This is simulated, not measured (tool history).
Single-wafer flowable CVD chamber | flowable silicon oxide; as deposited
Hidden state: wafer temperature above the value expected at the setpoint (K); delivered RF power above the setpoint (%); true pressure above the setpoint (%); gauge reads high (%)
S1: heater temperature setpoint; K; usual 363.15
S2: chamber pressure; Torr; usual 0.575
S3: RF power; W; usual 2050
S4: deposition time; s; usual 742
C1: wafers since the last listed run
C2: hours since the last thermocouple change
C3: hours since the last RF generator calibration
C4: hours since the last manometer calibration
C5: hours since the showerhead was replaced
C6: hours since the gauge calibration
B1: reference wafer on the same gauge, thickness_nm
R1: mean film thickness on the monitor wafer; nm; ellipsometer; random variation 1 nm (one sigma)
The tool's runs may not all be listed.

{"run": 1, "hour": 0.0, "S1": 363.15, "S2": 0.537, "S3": 2050, "S4": 633, "C1": 0, "C2": 1938.6, "C3": 748.0, "C4": 3035.2, "C5": 5766.3, "C6": 519.9, "B1": 345.189, "R1": 324.541}
{"hour": 22.9, "done": "thermocouple changed; heater temperature recalibrated"}
{"run": 2, "hour": 23.4, "S1": 363.15, "S2": 0.537, "S3": 2050, "S4": 633, "C1": 47, "C2": 0.5, "C3": 771.4, "C4": 3058.6, "C5": 5789.7, "C6": 543.3, "B1": 345.442, "R1": 323.965}
{"run": 3, "hour": 43.5, "S1": 363.15, "S2": 0.575, "S3": 2050, "S4": 742, "C1": 61, "C2": 20.6, "C3": 791.5, "C4": 3078.7, "C5": 5809.8, "C6": 563.4, "B1": 345.908, "R1": 407.689}
{"run": 4, "hour": 62.6, "S1": 363.15, "S2": 0.575, "S3": 2050, "S4": 742, "C1": 58, "C2": 39.7, "C3": 810.6, "C4": 3097.8, "C5": 5828.9, "C6": 582.5, "B1": 346.012, "R1": 408.191}
{"run": 5, "hour": 77.8, "S1": 363.15, "S2": 0.575, "S3": 2050, "S4": 643, "C1": 46, "C2": 54.9, "C3": 825.8, "C4": 3113.0, "C5": 5844.1, "C6": 597.7, "B1": 346.177, "R1": 354.609}
{"run": 6, "hour": 93.4, "S1": 363.15, "S2": 0.575, "S3": 2050, "S4": 643, "C1": 47, "C2": 70.5, "C3": 841.4, "C4": 3128.6, "C5": 5859.7, "C6": 613.3, "B1": 346.38, "R1": 353.998}
{"run": 7, "hour": 110.0, "S1": 363.15, "S2": 0.575, "S3": 2050, "S4": 643, "C1": 50, "C2": 87.1, "C3": 858.0, "C4": 3145.2, "C5": 5876.3, "C6": 629.9, "B1": 346.653, "R1": 353.53}
{"run": 8, "hour": 128.0, "S1": 377.15, "S2": 0.511, "S3": 2050, "S4": 742, "C1": 54, "C2": 105.1, "C3": 876.0, "C4": 3163.2, "C5": 5894.3, "C6": 647.9, "B1": 346.726, "R1": 242.701}
{"run": 9, "hour": 155.2, "S1": 363.15, "S2": 0.575, "S3": 2050, "S4": 742, "C1": 83, "C2": 132.3, "C3": 903.2, "C4": 3190.4, "C5": 5921.5, "C6": 675.1, "B1": 347.158, "R1": 408.67}
{"run": 10, "hour": 168.0, "S1": 351.15, "S2": 0.575, "S3": 2230, "S4": 608, "C1": 39, "C2": 145.1, "C3": 916.0, "C4": 3203.2, "C5": 5934.3, "C6": 687.9, "B1": 347.608, "R1": 464.885}
{"run": 11, "hour": 196.2, "S1": 363.15, "S2": 0.575, "S3": 2050, "S4": 742, "C1": 86, "C2": 173.3, "C3": 944.2, "C4": 3231.4, "C5": 5962.5, "C6": 716.1, "B1": 347.976, "R1": 408.418}
{"hour": 221.7, "done": "capacitance manometer re-zeroed and calibrated"}
{"run": 12, "hour": 246.1, "S1": 363.15, "S2": 0.701, "S3": 1815, "S4": 742, "C1": 127, "C2": 223.2, "C3": 994.1, "C4": 24.4, "C5": 6012.4, "C6": 766.0, "B1": 348.471, "R1": 489.459}
{"run": 13, "hour": 276.7, "S1": 363.15, "S2": 0.575, "S3": 2050, "S4": 742, "C1": 93, "C2": 253.8, "C3": 1024.7, "C4": 55.0, "C5": 6043.0, "C6": 796.6, "B1": 349.086, "R1": 412.644}
{"run": 14, "hour": 304.6, "S1": 363.15, "S2": 0.575, "S3": 2050, "S4": 742, "C1": 85, "C2": 281.7, "C3": 1052.6, "C4": 82.9, "C5": 6070.9, "C6": 824.5, "B1": 349.657, "R1": 413.628}
{"hour": 323.9, "done": "gauge calibrated"}
{"run": 15, "hour": 328.5, "S1": 363.15, "S2": 0.575, "S3": 2050, "S4": 742, "C1": 72, "C2": 305.6, "C3": 1076.5, "C4": 106.8, "C5": 6094.8, "C6": 4.6, "B1": 341.963, "R1": 403.915}
{"run": 16, "hour": 341.0, "S1": 363.15, "S2": 0.575, "S3": 2050, "S4": 742, "C1": 38, "C2": 318.1, "C3": 1089.0, "C4": 119.3, "C5": 6107.3, "C6": 17.1, "B1": 341.92, "R1": 404.962}
{"run": 17, "hour": 354.4, "S1": 363.15, "S2": 0.575, "S3": 2050, "S4": 809, "C1": 40, "C2": 331.5, "C3": 1102.4, "C4": 132.7, "C5": 6120.7, "C6": 30.5, "B1": 341.891, "R1": 440.211}
{"run": 18, "hour": 387.6, "S1": 363.15, "S2": 0.641, "S3": 2245, "S4": 790, "C1": 101, "C2": 364.7, "C3": 1135.6, "C4": 165.9, "C5": 6153.9, "C6": 63.7, "B1": 341.938, "R1": 487.867}
{"run": 19, "hour": 408.1, "S1": 356.15, "S2": 0.617, "S3": 2050, "S4": 853, "C1": 62, "C2": 385.2, "C3": 1156.1, "C4": 186.4, "C5": 6174.4, "C6": 84.2, "B1": 342.001, "R1": 598.485}
{"hour": 421.0, "done": "RF generator calibrated"}
{"hour": 439.3, "done": "showerhead replaced"}
{"run": 20, "hour": 487.1, "S1": 363.15, "S2": 0.537, "S3": 2050, "S4": 633, "C1": 192, "C2": 464.2, "C3": 66.1, "C4": 265.4, "C5": 47.8, "C6": 163.2, "B1": 341.949, "R1": 320.573}
{"run": 21, "hour": 509.6, "S1": 363.15, "S2": 0.436, "S3": 2050, "S4": 853, "C1": 68, "C2": 486.7, "C3": 88.6, "C4": 287.9, "C5": 70.3, "C6": 185.7, "B1": 342.16, "R1": 354.983}
{"run": 22, "hour": 527.6, "S1": 377.15, "S2": 0.435, "S3": 2050, "S4": 742, "C1": 54, "C2": 504.7, "C3": 106.6, "C4": 305.9, "C5": 88.3, "C6": 203.7, "B1": 342.342, "R1": 204.72}
{"run": 23, "hour": 551.8, "S1": 363.15, "S2": 0.575, "S3": 2050, "S4": 797, "C1": 73, "C2": 528.9, "C3": 130.8, "C4": 330.1, "C5": 112.5, "C6": 227.9, "B1": 342.46, "R1": 433.069}
{"run": 24, "hour": 571.4, "S1": 358.15, "S2": 0.519, "S3": 2050, "S4": 742, "C1": 59, "C2": 548.5, "C3": 150.4, "C4": 349.7, "C5": 132.1, "C6": 247.5, "B1": 342.568, "R1": 417.286}
{"run": 25, "hour": 602.5, "S1": 363.15, "S2": 0.575, "S3": 1870, "S4": 692, "C1": 94, "C2": 579.6, "C3": 181.5, "C4": 380.8, "C5": 163.2, "C6": 278.6, "B1": 342.886, "R1": 369.157}
{"run": 26, "hour": 630.4, "S1": 363.15, "S2": 0.575, "S3": 2205, "S4": 742, "C1": 85, "C2": 607.5, "C3": 209.4, "C4": 408.7, "C5": 191.1, "C6": 306.5, "B1": 343.078, "R1": 410.531}
{"run": 27, "hour": 644.0, "S1": 363.15, "S2": 0.703, "S3": 2050, "S4": 782, "C1": 41, "C2": 621.1, "C3": 223.0, "C4": 422.3, "C5": 204.7, "C6": 320.1, "B1": 342.929, "R1": 522.075}
{"run": 28, "hour": 659.1, "S1": 363.15, "S2": 0.575, "S3": 2050, "S4": 742, "C1": 46, "C2": 636.2, "C3": 238.1, "C4": 437.4, "C5": 219.8, "C6": 335.2, "B1": 342.883, "R1": 404.378}

Forecast each of these 4 alternatives for the next run:
{"run": "A", "hour": 659.7, "S1": 363.15, "S2": 0.575, "S3": 2050, "S4": 742, "C1": 1, "C2": 636.8, "C3": 238.7, "C4": 438.0, "C5": 220.4, "C6": 335.8, "B1": "?", "R1": "?"}
{"run": "B", "hour": 659.7, "S1": 378.15, "S2": 0.445, "S3": 2050, "S4": 742, "C1": 1, "C2": 636.8, "C3": 238.7, "C4": 438.0, "C5": 220.4, "C6": 335.8, "B1": "?", "R1": "?"}
{"run": "C", "hour": 659.7, "S1": 363.15, "S2": 0.575, "S3": 2050, "S4": 789, "C1": 1, "C2": 636.8, "C3": 238.7, "C4": 438.0, "C5": 220.4, "C6": 335.8, "B1": "?", "R1": "?"}
{"run": "D", "hour": 659.7, "S1": 351.15, "S2": 0.661, "S3": 1785, "S4": 817, "C1": 1, "C2": 636.8, "C3": 238.7, "C4": 438.0, "C5": 220.4, "C6": 335.8, "B1": "?", "R1": "?"}

run=A B1=343.296 R1=403.262
run=B B1=343.296 R1=202.700
run=C B1=343.296 R1=428.806
run=D B1=343.296 R1=680.812
Without the tool's hidden state the same runs would have given:
run=A R1=403.102
run=B R1=202.619
run=C R1=428.636
run=D R1=680.542
